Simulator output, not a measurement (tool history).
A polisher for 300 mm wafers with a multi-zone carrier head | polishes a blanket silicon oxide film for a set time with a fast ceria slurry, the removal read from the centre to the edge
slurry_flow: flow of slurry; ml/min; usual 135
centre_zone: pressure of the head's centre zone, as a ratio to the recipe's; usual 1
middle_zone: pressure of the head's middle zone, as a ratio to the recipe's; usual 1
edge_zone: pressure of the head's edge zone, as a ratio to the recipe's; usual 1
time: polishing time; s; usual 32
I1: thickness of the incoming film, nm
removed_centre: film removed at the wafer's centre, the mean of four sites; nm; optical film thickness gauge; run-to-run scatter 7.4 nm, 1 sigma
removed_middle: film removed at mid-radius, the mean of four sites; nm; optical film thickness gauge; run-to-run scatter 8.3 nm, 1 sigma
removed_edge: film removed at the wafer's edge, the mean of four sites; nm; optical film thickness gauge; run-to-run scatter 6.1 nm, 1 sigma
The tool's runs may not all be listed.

run 1 hour=0 | slurry_flow=135 centre_zone=1 middle_zone=1 edge_zone=1 time=32 | I1=1992.7 | removed_centre=849.6 removed_middle=854.5 removed_edge=850.7
run 2 hour=26.5 | slurry_flow=135 centre_zone=1 middle_zone=1 edge_zone=1 time=32 | I1=2040.5 | removed_centre=848 removed_middle=864.4 removed_edge=865.3
run 3 hour=44.9 | slurry_flow=135 centre_zone=1 middle_zone=1 edge_zone=1 time=32 | I1=2021.1 | removed_centre=841.1 removed_middle=844.8 removed_edge=851.9
run 4 hour=69.7 | slurry_flow=90 centre_zone=0.95 middle_zone=1 edge_zone=1.08 time=32 | I1=2016.8 | removed_centre=695.2 removed_middle=739 removed_edge=811.3
-- hour=86.6 carrier head's membrane replaced by a new one
run 5 hour=88.1 | slurry_flow=160 centre_zone=0.92 middle_zone=1 edge_zone=1.06 time=32 | I1=2027.5 | removed_centre=806.5 removed_middle=895.5 removed_edge=901.6
run 6 hour=118.7 | slurry_flow=135 centre_zone=1 middle_zone=1 edge_zone=1 time=32 | I1=2033.6 | removed_centre=843.7 removed_middle=847.5 removed_edge=848.3
run 7 hour=136.8 | slurry_flow=135 centre_zone=1 middle_zone=0.93 edge_zone=1 time=27 | I1=2006.8 | removed_centre=710.2 removed_middle=689.2 removed_edge=719
-- hour=148 worn pad replaced by a new one
run 8 hour=162.9 | slurry_flow=135 centre_zone=1 middle_zone=1 edge_zone=1 time=32 | I1=2004.1 | removed_centre=842.8 removed_middle=841.2 removed_edge=851.8
-- hour=187.5 edge zone pressure recalibrated
run 9 hour=189.6 | slurry_flow=135 centre_zone=1 middle_zone=1 edge_zone=1 time=32 | I1=2028.9 | removed_centre=838.3 removed_middle=848 removed_edge=853.1
run 10 hour=211.2 | slurry_flow=135 centre_zone=1 middle_zone=1 edge_zone=1 time=32 | I1=2026.6 | removed_centre=830 removed_middle=831 removed_edge=850
run 11 hour=235.6 | slurry_flow=150 centre_zone=1 middle_zone=1 edge_zone=1 time=32 | I1=2029.5 | removed_centre=861.4 removed_middle=860.9 removed_edge=871.9
run 12 hour=264.8 | slurry_flow=135 centre_zone=1 middle_zone=1 edge_zone=1 time=32 | I1=2016.2 | removed_centre=827.7 removed_middle=840.2 removed_edge=852.8
run 13 hour=278.6 | slurry_flow=95 centre_zone=1 middle_zone=1 edge_zone=1 time=32 | I1=2011.4 | removed_centre=742.8 removed_middle=745.5 removed_edge=787.8
-- hour=321.3 centre zone pressure recalibrated
run 14 hour=334.9 | slurry_flow=135 centre_zone=0.93 middle_zone=1.03 edge_zone=1 time=28 | I1=2037.3 | removed_centre=686.1 removed_middle=740.5 removed_edge=742.8
run 15 hour=352.5 | slurry_flow=135 centre_zone=1 middle_zone=1 edge_zone=0.96 time=32 | I1=2004.4 | removed_centre=826.1 removed_middle=841.7 removed_edge=823
-- hour=362.2 worn pad replaced by a new one
run 16 hour=380.4 | slurry_flow=165 centre_zone=0.91 middle_zone=0.91 edge_zone=1.04 time=32 | I1=1975.4 | removed_centre=791.5 removed_middle=831.5 removed_edge=887.6
run 17 hour=399.9 | slurry_flow=135 centre_zone=1.08 middle_zone=1 edge_zone=0.91 time=32 | I1=2021.5 | removed_centre=885.6 removed_middle=833.4 removed_edge=803.5
run 18 hour=420.5 | slurry_flow=120 centre_zone=1 middle_zone=1 edge_zone=1.09 time=25 | I1=2034 | removed_centre=615.2 removed_middle=620.6 removed_edge=665.7
run 19 hour=449.7 | slurry_flow=135 centre_zone=1 middle_zone=0.97 edge_zone=1 time=32 | I1=2029.3 | removed_centre=805.9 removed_middle=800.5 removed_edge=831
run 20 hour=472.9 | slurry_flow=135 centre_zone=1 middle_zone=1 edge_zone=1 time=32 | I1=2012.9 | removed_centre=809.8 removed_middle=815 removed_edge=837.9
run 21 hour=496.1 | slurry_flow=135 centre_zone=1.1 middle_zone=1 edge_zone=1 time=43 | I1=2038.9 | removed_centre=1180.3 removed_middle=1098.6 removed_edge=1129.4
run 22 hour=511.4 | slurry_flow=135 centre_zone=1 middle_zone=1 edge_zone=1 time=32 | I1=2043.8 | removed_centre=817.8 removed_middle=820.3 removed_edge=831.2
run 23 hour=543 | slurry_flow=170 centre_zone=1 middle_zone=1 edge_zone=1 time=25 | I1=2010.8 | removed_centre=675.6 removed_middle=681.5 removed_edge=667.5

What the log doesn't show, run by run:
removal rate lost through wear of the pad, %: 0 on each run
deviation of the centre zone's pressure from its setpoint, %: 0 on each run
deviation of the edge zone's pressure from its setpoint, %: 0 on each run
H1: slurry flow missing at the pad, %
run=1 H1=6.1
run=2 H1=6.43
run=3 H1=6.69
run=4 H1=7.08
run=5 H1=7.4
run=6 H1=7.99
run=7 H1=8.38
run=8 H1=8.98
run=9 H1=9.65
run=10 H1=10.2
run=11 H1=10.9
run=12 H1=11.8
run=13 H1=12.3
run=14 H1=14.3
run=15 H1=14.9
run=16 H1=16.1
run=17 H1=16.9
run=18 H1=17.8
run=19 H1=19.1
run=20 H1=20.2
run=21 H1=21.3
run=22 H1=22.1
run=23 H1=23.8
